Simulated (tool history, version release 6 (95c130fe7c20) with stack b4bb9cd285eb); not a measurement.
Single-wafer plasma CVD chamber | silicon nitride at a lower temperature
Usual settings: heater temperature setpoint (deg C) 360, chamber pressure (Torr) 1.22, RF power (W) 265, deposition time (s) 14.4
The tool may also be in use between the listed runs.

run	day	heater temperature setpoint (deg C)	chamber pressure (Torr)	RF power (W)	deposition time (s)	wafers since the last listed run	hours since the last thermocouple change	hours since the last RF generator calibration	hours since the last manometer calibration	hours since the showerhead was replaced	hours since the gauge calibration	read-back reference wafer on the same gauge, thickness_nm	mean film thickness on the monitor wafer (Å)
1	0	360	1.28	240	14.4	0	1534	640.3	652.8	2540	1524.5	10.407	114.66
2	6.425	360	1.28	240	14.4	4703	1688.2	794.5	807	2694.2	1678.7	10.396	114.16
3	8.929	360	1.28	240	14.4	1833	1748.3	854.6	867.1	2754.3	1738.8	10.386	113.28
4	10.608	360	1.22	280	14.4	1229	1788.6	894.9	907.4	2794.6	1779.1	10.384	129.59
5	14.488	360	1.22	265	14.4	2840	1881.7	988	1000.5	2887.7	1872.2	10.379	125.03
6	16.592	360	1.22	265	14.4	1540	1932.2	1038.5	1051	2938.2	1922.7	10.398	124.06
# day 17.721: capacitance manometer re-zeroed and calibrated
7	19.775	360	1.39	265	14.4	2086	2008.6	1114.9	49.3	3014.6	1999.1	10.399	131.34
8	21.625	360	1.22	265	14.4	1354	2053	1159.3	93.7	3059	2043.5	10.414	127.85
9	25.129	360	1.22	265	14.4	2565	2137.1	1243.4	177.8	3143.1	2127.6	10.409	127.43
# day 26.3: RF generator calibrated
10	29.004	360	1.22	265	14.4	2592	2230.1	64.9	270.8	3236.1	2220.6	10.379	128.27
# day 30.229: gauge calibrated
# day 33.375: showerhead replaced
11	33.396	360	0.92	235	15.7	2971	2335.5	170.3	376.2	0.5	76	10.4	115.66
12	37.212	360	1.22	265	14.4	2794	2427.1	261.9	467.8	92.1	167.6	10.403	127.94
# day 38.483: capacitance manometer re-zeroed and calibrated, repeated, since the last time left the tool worse
13	39.8	360	1.22	265	14.4	1650	2489.2	324	31.6	154.2	229.7	10.405	125.07
14	43.571	360	1.22	265	14.4	2760	2579.7	414.5	122.1	244.7	320.2	10.392	124.68
15	46.554	360	1.03	265	14.4	2184	2651.3	486.1	193.7	316.3	391.8	10.413	120.37
16	48.146	360	1.44	265	14.4	1165	2689.5	524.3	231.9	354.5	430	10.394	129.04
17	51.133	368	1.22	305	15.7	2187	2761.2	596	303.6	426.2	501.7	10.391	154.13
# day 52.867: thermocouple changed; heater temperature recalibrated
18	52.888	360	1.22	265	14.4	1040	0.5	638.1	345.7	468.3	543.8	10.413	124.87
19	56.246	360	1.35	290	14.4	2458	81.1	718.7	426.3	548.9	624.4	10.41	137.53
20	58.396	360	1.51	265	14.4	1574	132.7	770.3	477.9	600.5	676	10.403	131.2
21	60.896	360	1.47	240	14.4	1830	192.7	830.3	537.9	660.5	736	10.407	117.47
22	65.088	360	1.28	240	14.4	3068	293.3	930.9	638.5	761.1	836.6	10.398	115.5
23	68.333	364	1.38	265	11.7	2376	371.2	1008.8	716.4	839	914.5	10.404	104.01
24	70.258	360	1.22	265	13.1	1409	417.4	1055	762.6	885.2	960.7	10.39	112.15
25	71.858	360	1.22	265	14.4	1171	455.8	1093.4	801	923.6	999.1	10.375	122.62
26	74.421	360	1.22	300	16.5	1876	517.3	1154.9	862.5	985.1	1060.6	10.402	157.98
27	76.008	360	1.22	265	14.4	1162	555.4	1193	900.6	1023.2	1098.7	10.392	123.73
# day 76.879: RF generator calibrated
28	78.596	360	1.48	265	16.5	1650	617.5	41.2	962.7	1085.3	1160.8	10.407	148.39
29	81.271	360	1.22	265	14.4	1958	681.7	105.4	1026.9	1149.5	1225	10.392	124.39

What the log doesn't show, run by run:
wafer temperature above the value expected at the setpoint (K): 0 in every run
delivered RF power above the setpoint (%): 0 in every run
gauge reads high (%): 0 in every run
H1: true pressure above the setpoint (%)
run	H1
1	-2.43
2	-3.44
3	-3.9
4	-4.22
5	-5.01
6	-5.48
7	10.4
8	10.4
9	10.3
10	10.1
11	9.76
12	9.42
13	-0.144
14	-0.207
15	-0.308
16	-0.381
17	-0.554
18	-0.676
19	-0.955
20	-1.16
21	-1.44
22	-1.97
23	-2.44
24	-2.75
25	-3.02
26	-3.48
27	-3.78
28	-4.3
29	-4.87

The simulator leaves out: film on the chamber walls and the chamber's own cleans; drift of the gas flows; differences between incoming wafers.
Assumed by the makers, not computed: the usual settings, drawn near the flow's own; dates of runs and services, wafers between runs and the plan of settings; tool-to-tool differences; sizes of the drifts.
